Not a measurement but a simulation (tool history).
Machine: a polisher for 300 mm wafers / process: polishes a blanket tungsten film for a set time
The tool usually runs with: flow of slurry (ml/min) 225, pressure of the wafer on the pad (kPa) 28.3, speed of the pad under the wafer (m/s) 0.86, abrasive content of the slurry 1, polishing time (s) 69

run,hour,flow of slurry (ml/min),pressure of the wafer on the pad (kPa),speed of the pad under the wafer (m/s),abrasive content of the slurry,polishing time (s),"incoming thickness of the incoming film, nm",film removed (nm)
1,0,225,28.3,0.86,1,69,1416.3,256.8
2,33.2,225,28.3,0.86,1,69,1433.8,259.2
# hour 34.7: slurry nozzle cleaned
3,100.1,225,28.3,0.86,1,69,1409,258.3
4,169,225,28.3,0.86,1,69,1414,257.4
5,194.1,225,28.3,0.86,1,69,1421.1,258
# hour 197.1: slurry blender recalibrated
6,231.5,225,28.3,0.86,1,69,1425.7,256.2
# hour 242.8: slurry tank refilled with fresh slurry and peroxide
7,281.7,225,28.3,0.86,1,69,1428.2,258.3
# hour 294.2: worn pad replaced by a new one
8,324.5,225,28.3,0.86,1,69,1448.2,261
# hour 341.5: head pressure recalibrated
9,361.7,225,28.3,0.86,1,69,1419.4,257.6
10,417,250,28.3,0.86,1,48,1412.9,181.3
11,478.6,295,33.8,0.7,1.2,69,1405.9,267
12,506.7,225,28.3,0.86,1,69,1427.1,257.7
13,550.8,225,21.4,0.86,1.15,75,1415.8,217.5
# hour 599.2: slurry nozzle cleaned
14,606.4,225,22.1,0.86,1,69,1406,203.3
# hour 653.8: slurry tank refilled with fresh slurry and peroxide
# hour 661.6: slurry blender recalibrated
15,662.1,225,28.3,0.86,1,69,1395,257.1
# hour 668.4: worn pad replaced by a new one
16,708.6,295,33.8,0.7,1.2,69,1423.3,268.6
17,733,270,28.3,0.86,1,69,1398.8,262.2
# hour 776.9: head pressure recalibrated
18,786,225,22.1,0.86,1,69,1400.5,201.9
19,850.6,185,28.3,0.86,1,50,1432.7,183.5
20,881.2,225,33.1,0.6,1,90,1413.5,275.2
21,923,225,33.8,0.86,1.15,69,1399.1,319.5
22,994.6,225,28.3,0.86,1,69,1412,256.6
# hour 1042.6: worn pad replaced by a new one
# hour 1045.7: slurry tank refilled with fresh slurry and peroxide
23,1053.3,225,28.3,0.86,1,69,1430.4,257.2
24,1090.9,225,28.3,0.86,1,46,1447.3,171
# hour 1114.2: slurry blender recalibrated
25,1129.2,255,28.3,0.68,1,69,1412.7,206.2
26,1186,180,28.3,0.86,1,69,1407.3,252.6
# hour 1213.6: head pressure recalibrated
27,1225.3,225,28.3,0.86,1,69,1429.1,262.1

3 ways to go on from here, each from the tool as it stands after run 27. What would each give?
A,1225.7,285,28.3,0.86,1,69,1412.7,?
B,1225.7,280,28.3,0.6,1.2,46,1412.7,?
C,1225.7,225,31,0.86,0.85,80,1412.7,?

run,film removed (nm)
A,261.7
B,126.7
C,316
With the hidden condition removed and each run's random variation left untouched, the same runs would have given:
run,film removed (nm)
A,261.7
B,126.7
C,316
